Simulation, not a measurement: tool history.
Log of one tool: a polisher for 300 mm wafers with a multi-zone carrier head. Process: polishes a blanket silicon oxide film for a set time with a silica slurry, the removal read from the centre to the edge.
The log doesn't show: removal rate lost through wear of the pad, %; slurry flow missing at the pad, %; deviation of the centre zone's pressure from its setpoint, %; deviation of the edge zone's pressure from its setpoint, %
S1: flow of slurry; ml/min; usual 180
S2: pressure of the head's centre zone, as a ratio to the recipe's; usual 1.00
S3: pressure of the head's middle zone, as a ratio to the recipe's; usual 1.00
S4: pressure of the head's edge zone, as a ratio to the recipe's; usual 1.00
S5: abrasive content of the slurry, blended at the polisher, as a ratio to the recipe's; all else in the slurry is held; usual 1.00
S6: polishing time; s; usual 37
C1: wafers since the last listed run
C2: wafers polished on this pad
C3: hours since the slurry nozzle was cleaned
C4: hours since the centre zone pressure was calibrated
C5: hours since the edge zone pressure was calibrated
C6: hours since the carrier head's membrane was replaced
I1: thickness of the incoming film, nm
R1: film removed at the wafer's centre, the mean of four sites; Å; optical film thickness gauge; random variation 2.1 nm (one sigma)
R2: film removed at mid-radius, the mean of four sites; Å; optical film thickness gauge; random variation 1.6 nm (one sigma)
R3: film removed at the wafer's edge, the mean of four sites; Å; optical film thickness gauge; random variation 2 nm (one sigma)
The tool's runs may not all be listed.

| run | hour | S1 | S2 | S3 | S4 | S5 | S6 | C1 | C2 | C3 | C4 | C5 | C6 | I1 | R1 | R2 | R3 |
|---|---|---|---|---|---|---|---|---|---|---|---|---|---|---|---|---|---|
| 1 | 0.0 | 220 | 1.00 | 1.00 | 1.00 | 1.10 | 37 | 0 | 1215 | 56.7 | 428.5 | 533.5 | 52.2 | 827.0 | 2501 | 2470 | 2377 |
| 2 | 43.8 | 180 | 1.00 | 1.08 | 1.00 | 1.00 | 37 | 374 | 1589 | 100.5 | 472.3 | 577.3 | 96.0 | 820.6 | 2375 | 2467 | 2219 |
| 3 | 70.1 | 180 | 1.00 | 1.11 | 1.04 | 1.00 | 48 | 224 | 1814 | 126.8 | 498.6 | 603.6 | 122.3 | 816.2 | 3077 | 3282 | 2961 |
| 4 | 140.8 | 180 | 0.92 | 1.00 | 1.00 | 1.00 | 37 | 603 | 2418 | 197.5 | 569.3 | 674.3 | 193.0 | 830.2 | 2220 | 2368 | 2230 |
|  | 143.0 | centre zone pressure recalibrated |
| 5 | 180.2 | 180 | 1.00 | 1.00 | 1.09 | 1.00 | 37 | 319 | 2737 | 236.9 | 37.2 | 713.7 | 232.4 | 831.8 | 2393 | 2335 | 2344 |
| 6 | 212.2 | 210 | 1.00 | 0.95 | 1.00 | 1.00 | 37 | 273 | 3011 | 268.9 | 69.2 | 745.7 | 264.4 | 816.6 | 2397 | 2289 | 2265 |
| 7 | 267.0 | 180 | 1.00 | 1.00 | 1.00 | 1.00 | 37 | 468 | 3479 | 323.7 | 124.0 | 800.5 | 319.2 | 839.4 | 2387 | 2359 | 2261 |
|  | 285.8 | worn pad replaced by a new one |
| 8 | 324.8 | 210 | 1.00 | 1.00 | 1.00 | 1.00 | 37 | 459 | 332 | 381.5 | 181.8 | 858.3 | 377.0 | 833.7 | 2432 | 2370 | 2285 |
| 9 | 370.1 | 160 | 1.00 | 1.00 | 1.00 | 1.15 | 37 | 386 | 719 | 426.8 | 227.1 | 903.6 | 422.3 | 826.9 | 2469 | 2415 | 2331 |
| 10 | 430.8 | 180 | 1.00 | 1.00 | 0.94 | 1.00 | 49 | 518 | 1238 | 487.5 | 287.8 | 964.3 | 483.0 | 831.0 | 3122 | 3089 | 2850 |
|  | 471.7 | slurry nozzle cleaned |
| 11 | 489.0 | 145 | 0.92 | 1.00 | 0.90 | 1.00 | 37 | 488 | 1726 | 17.3 | 346.0 | 1022.5 | 541.2 | 840.3 | 2195 | 2304 | 2124 |
| 12 | 539.0 | 180 | 1.00 | 1.00 | 1.00 | 1.00 | 43 | 427 | 2153 | 67.3 | 396.0 | 1072.5 | 591.2 | 831.1 | 2789 | 2745 | 2642 |
| 13 | 586.0 | 180 | 1.11 | 0.96 | 1.00 | 1.00 | 42 | 401 | 2555 | 114.3 | 443.0 | 1119.5 | 638.2 | 836.8 | 2890 | 2585 | 2586 |
| 14 | 639.0 | 180 | 1.00 | 1.04 | 1.00 | 1.15 | 37 | 452 | 3007 | 167.3 | 496.0 | 1172.5 | 691.2 | 834.6 | 2511 | 2569 | 2379 |
|  | 667.8 | centre zone pressure recalibrated |
| 15 | 676.5 | 180 | 1.00 | 1.00 | 1.00 | 1.00 | 37 | 303 | 3311 | 204.8 | 8.7 | 1210.0 | 728.7 | 814.1 | 2370 | 2328 | 2227 |
| 16 | 741.6 | 125 | 1.00 | 1.05 | 1.00 | 1.00 | 40 | 556 | 3867 | 269.9 | 73.8 | 1275.1 | 793.8 | 838.5 | 2491 | 2551 | 2380 |
| 17 | 777.3 | 180 | 0.97 | 0.90 | 1.00 | 1.00 | 37 | 304 | 4172 | 305.6 | 109.5 | 1310.8 | 829.5 | 828.8 | 2339 | 2147 | 2257 |
|  | 800.3 | edge zone pressure recalibrated |
|  | 819.5 | worn pad replaced by a new one |
| 18 | 848.9 | 135 | 0.97 | 1.00 | 0.88 | 1.00 | 37 | 560 | 251 | 377.2 | 181.1 | 48.6 | 901.1 | 834.9 | 2259 | 2284 | 2086 |
| 19 | 894.8 | 180 | 1.00 | 1.00 | 1.00 | 1.00 | 37 | 392 | 643 | 423.1 | 227.0 | 94.5 | 947.0 | 830.5 | 2364 | 2349 | 2290 |
| 20 | 965.7 | 180 | 1.00 | 1.00 | 1.00 | 1.00 | 37 | 605 | 1249 | 494.0 | 297.9 | 165.4 | 1017.9 | 827.0 | 2337 | 2348 | 2293 |

5 ways to go on from here, each from the tool as it stands after run 20. What would each give?
| A | 966.1 | 180 | 1.00 | 1.00 | 1.00 | 1.00 | 37 | 3 | 1252 | 494.4 | 298.3 | 165.8 | 1018.3 | 829.2 | ? | ? | ? |
| B | 966.1 | 180 | 1.00 | 0.93 | 1.00 | 1.00 | 37 | 3 | 1252 | 494.4 | 298.3 | 165.8 | 1018.3 | 829.2 | ? | ? | ? |
| C | 966.1 | 180 | 1.00 | 1.03 | 1.00 | 0.80 | 37 | 3 | 1252 | 494.4 | 298.3 | 165.8 | 1018.3 | 829.2 | ? | ? | ? |
| D | 966.1 | 180 | 1.00 | 1.00 | 1.00 | 0.90 | 37 | 3 | 1252 | 494.4 | 298.3 | 165.8 | 1018.3 | 829.2 | ? | ? | ? |
| E | 966.1 | 180 | 1.00 | 0.88 | 1.00 | 1.00 | 37 | 3 | 1252 | 494.4 | 298.3 | 165.8 | 1018.3 | 829.2 | ? | ? | ? |

| run | R1 | R2 | R3 |
|---|---|---|---|
| A | 2368 | 2333 | 2264 |
| B | 2367 | 2195 | 2266 |
| C | 2179 | 2201 | 2082 |
| D | 2278 | 2244 | 2178 |
| E | 2366 | 2097 | 2268 |
Without the tool's hidden state the same runs would have given:
| run | R1 | R2 | R3 |
|---|---|---|---|
| A | 2368 | 2333 | 2264 |
| B | 2367 | 2195 | 2266 |
| C | 2179 | 2201 | 2082 |
| D | 2278 | 2244 | 2178 |
| E | 2366 | 2097 | 2268 |

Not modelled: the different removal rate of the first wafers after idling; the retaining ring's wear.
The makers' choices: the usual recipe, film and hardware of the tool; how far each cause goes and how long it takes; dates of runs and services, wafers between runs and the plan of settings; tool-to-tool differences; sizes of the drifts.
